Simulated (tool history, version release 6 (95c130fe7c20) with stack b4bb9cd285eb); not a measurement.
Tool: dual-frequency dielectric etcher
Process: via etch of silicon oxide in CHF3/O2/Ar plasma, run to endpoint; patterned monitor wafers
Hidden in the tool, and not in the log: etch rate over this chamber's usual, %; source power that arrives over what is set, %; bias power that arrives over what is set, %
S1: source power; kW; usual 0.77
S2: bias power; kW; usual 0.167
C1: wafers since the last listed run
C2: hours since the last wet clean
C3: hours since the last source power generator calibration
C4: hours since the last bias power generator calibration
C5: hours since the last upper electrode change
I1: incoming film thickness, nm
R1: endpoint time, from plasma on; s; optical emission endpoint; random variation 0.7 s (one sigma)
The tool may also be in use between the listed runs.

Run 1, hour 0: usual settings; C1 0; C2 424.3; C3 2762.4; C4 3407.5; C5 4862.2; I1 398.4. Result: R1 188.9 s.
At hour 36.8: wet clean of the chamber.
Run 2, hour 49.6: usual settings; C1 88; C2 12.8; C3 2812; C4 3457.1; C5 4911.8; I1 401.6. Result: R1 190.4 s.
Run 3, hour 74.8: usual settings; C1 87; C2 38; C3 2837.2; C4 3482.3; C5 4937; I1 398.7. Result: R1 190.6 s.
Run 4, hour 101: usual settings; C1 90; C2 64.2; C3 2863.4; C4 3508.5; C5 4963.2; I1 404.9. Result: R1 193.2 s.
Run 5, hour 126.2: usual settings; C1 87; C2 89.4; C3 2888.6; C4 3533.7; C5 4988.4; I1 401.7. Result: R1 189.9 s.
Run 6, hour 172.1: usual settings; C1 159; C2 135.3; C3 2934.5; C4 3579.6; C5 5034.3; I1 405.3. Result: R1 193.1 s.
Run 7, hour 198.7: usual settings; C1 92; C2 161.9; C3 2961.1; C4 3606.2; C5 5060.9; I1 401.2. Result: R1 190 s.
Run 8, hour 249.4: usual settings; C1 175; C2 212.6; C3 3011.8; C4 3656.9; C5 5111.6; I1 405.2. Result: R1 192 s.
At hour 275.4: bias power generator calibrated.
Run 9, hour 275.9: usual settings; C1 78; C2 239.1; C3 3038.3; C4 0.5; C5 5138.1; I1 399.9. Result: R1 189.6 s.
Run 10, hour 341.6: usual settings; C1 227; C2 304.8; C3 3104; C4 66.2; C5 5203.8; I1 402.5. Result: R1 191 s.
Run 11, hour 389.1: usual settings; C1 164; C2 352.3; C3 3151.5; C4 113.7; C5 5251.3; I1 401.5. Result: R1 189.3 s.
At hour 441.2: upper electrode replaced.
Run 12, hour 441.7: usual settings; C1 99; C2 404.9; C3 3204.1; C4 166.3; C5 0.5; I1 403.2. Result: R1 190.3 s.
Run 13, hour 473.2: usual settings but S1 0.88 kW; C1 109; C2 436.4; C3 3235.6; C4 197.8; C5 32; I1 403. Result: R1 177.3 s.
At hour 498.5: wet clean of the chamber.
Run 14, hour 524.6: usual settings but S1 0.86 kW, S2 0.144 kW; C1 95; C2 26.1; C3 3287; C4 249.2; C5 83.4; I1 400.7. Result: R1 187.8 s.
At hour 546.5: source power generator calibrated.
Run 15, hour 570: usual settings; C1 143; C2 71.5; C3 23.5; C4 294.6; C5 128.8; I1 402. Result: R1 191.4 s.
Run 16, hour 600.4: usual settings but S1 0.6 kW; C1 105; C2 101.9; C3 53.9; C4 325; C5 159.2; I1 403. Result: R1 226.5 s.
Run 17, hour 626.9: usual settings but S1 0.82 kW; C1 91; C2 128.4; C3 80.4; C4 351.5; C5 185.7; I1 400.9. Result: R1 182.4 s.
Run 18, hour 657.2: usual settings but S1 0.91 kW; C1 105; C2 158.7; C3 110.7; C4 381.8; C5 216; I1 401.3. Result: R1 173.7 s.
Run 19, hour 683.4: usual settings but S2 0.186 kW; C1 90; C2 184.9; C3 136.9; C4 408; C5 242.2; I1 397.7. Result: R1 182.4 s.
Run 20, hour 723.1: usual settings but S1 0.59 kW, S2 0.184 kW; C1 137; C2 224.6; C3 176.6; C4 447.7; C5 281.9; I1 398.7. Result: R1 217 s.
Run 21, hour 778.7: usual settings but S1 0.58 kW, S2 0.142 kW; C1 192; C2 280.2; C3 232.2; C4 503.3; C5 337.5; I1 401.6. Result: R1 246.1 s.
Run 22, hour 826: usual settings but S1 0.85 kW, S2 0.2 kW; C1 164; C2 327.5; C3 279.5; C4 550.6; C5 384.8; I1 401.2. Result: R1 165.8 s.
Run 23, hour 873.7: usual settings but S1 0.68 kW, S2 0.179 kW; C1 165; C2 375.2; C3 327.2; C4 598.3; C5 432.5; I1 400.3. Result: R1 200.4 s.

The tool's hidden state at each run:
etch rate over this chamber's usual, %: 0 in every run
source power that arrives over what is set, %: 0 in every run
bias power that arrives over what is set, %: 0 in every run
